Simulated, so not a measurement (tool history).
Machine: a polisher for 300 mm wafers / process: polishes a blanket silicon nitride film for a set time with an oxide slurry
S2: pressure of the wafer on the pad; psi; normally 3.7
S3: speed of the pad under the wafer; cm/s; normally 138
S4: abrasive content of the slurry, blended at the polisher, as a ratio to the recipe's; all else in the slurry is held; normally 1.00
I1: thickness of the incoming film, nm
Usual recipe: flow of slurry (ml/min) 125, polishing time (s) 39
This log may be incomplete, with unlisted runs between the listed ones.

Run 1, hour 0.0: usual settings; I1 491.8. Result: film removed (Å) 412.
Run 2, hour 65.2: usual settings; I1 492.5. Result: film removed (Å) 418.
At hour 67.1: slurry nozzle cleaned.
At hour 100.4: head pressure recalibrated.
At hour 127.5: worn pad replaced by a new one.
Run 3, hour 128.0: usual settings; I1 505.4. Result: film removed (Å) 406.
Run 4, hour 166.7: usual settings; I1 507.8. Result: film removed (Å) 407.
At hour 224.8: slurry blender recalibrated.
Run 5, hour 228.6: usual settings; I1 493.5. Result: film removed (Å) 411.
At hour 296.2: conditioning disc replaced and pad reconditioned.
Run 6, hour 296.7: usual settings but S3 154 cm/s; I1 502.9. Result: film removed (Å) 446.
At hour 371.3: worn pad replaced by a new one.
Run 7, hour 397.4: usual settings but flow of slurry (ml/min) 95; I1 499.0. Result: film removed (Å) 381.
Run 8, hour 465.2: usual settings; I1 509.6. Result: film removed (Å) 411.
At hour 475.6: slurry nozzle cleaned.
At hour 484.4: slurry blender recalibrated.
Run 9, hour 503.6: usual settings; I1 504.2. Result: film removed (Å) 414.
Run 10, hour 575.4: usual settings; I1 511.4. Result: film removed (Å) 415.
At hour 588.1: worn pad replaced by a new one.
At hour 651.6: conditioning disc replaced and pad reconditioned.
Run 11, hour 726.9: usual settings; I1 500.8. Result: film removed (Å) 416.
At hour 739.4: head pressure recalibrated.
At hour 757.1: slurry blender recalibrated.
Run 12, hour 759.3: usual settings; I1 497.1. Result: film removed (Å) 412.
Run 13, hour 795.9: usual settings but S4 0.75; I1 497.2. Result: film removed (Å) 327.
At hour 818.9: worn pad replaced by a new one.
Run 14, hour 833.3: usual settings but S4 0.75, polishing time (s) 30; I1 505.7. Result: film removed (Å) 247.
Run 15, hour 880.9: usual settings but flow of slurry (ml/min) 95, S4 0.85; I1 500.2. Result: film removed (Å) 333.
At hour 937.0: slurry nozzle cleaned.
Run 16, hour 937.5: usual settings but S2 4.6 psi; I1 501.4. Result: film removed (Å) 516.
Run 17, hour 979.1: usual settings but flow of slurry (ml/min) 85, S3 170 cm/s, S4 0.75, polishing time (s) 31; I1 503.0. Result: film removed (Å) 277.
At hour 1019.6: slurry blender recalibrated.
At hour 1034.1: worn pad replaced by a new one.
Run 18, hour 1037.4: usual settings; I1 510.4. Result: film removed (Å) 408.
At hour 1042.5: conditioning disc replaced and pad reconditioned.
Run 19, hour 1085.5: usual settings but flow of slurry (ml/min) 95, S2 3.4 psi, S3 100 cm/s, S4 1.25; I1 506.0. Result: film removed (Å) 313.
Run 20, hour 1127.4: usual settings but S4 1.25, polishing time (s) 34; I1 497.0. Result: film removed (Å) 411.
Run 21, hour 1168.5: usual settings; I1 507.5. Result: film removed (Å) 412.
Run 22, hour 1230.0: usual settings but flow of slurry (ml/min) 95, S4 0.85; I1 498.3. Result: film removed (Å) 343.

Below are 4 alternative next runs, each starting from the tool's condition after run 22. Predict each:
Run A, hour 1230.4: usual settings but polishing time (s) 53; I1 509.9. Result: film removed (Å) ?.
Run B, hour 1230.4: usual settings but S3 160 cm/s, S4 1.25, polishing time (s) 46; I1 509.9. Result: film removed (Å) ?.
Run C, hour 1230.4: usual settings but S3 98 cm/s, polishing time (s) 33; I1 509.9. Result: film removed (Å) ?.
Run D, hour 1230.4: usual settings but flow of slurry (ml/min) 90, polishing time (s) 48; I1 509.9. Result: film removed (Å) ?.

run  film removed (Å)
  A               563
  B               627
  C               267
  D               467
Without the tool's hidden state the same runs would have given:
run  film removed (Å)
  A               548
  B               610
  C               260
  D               454
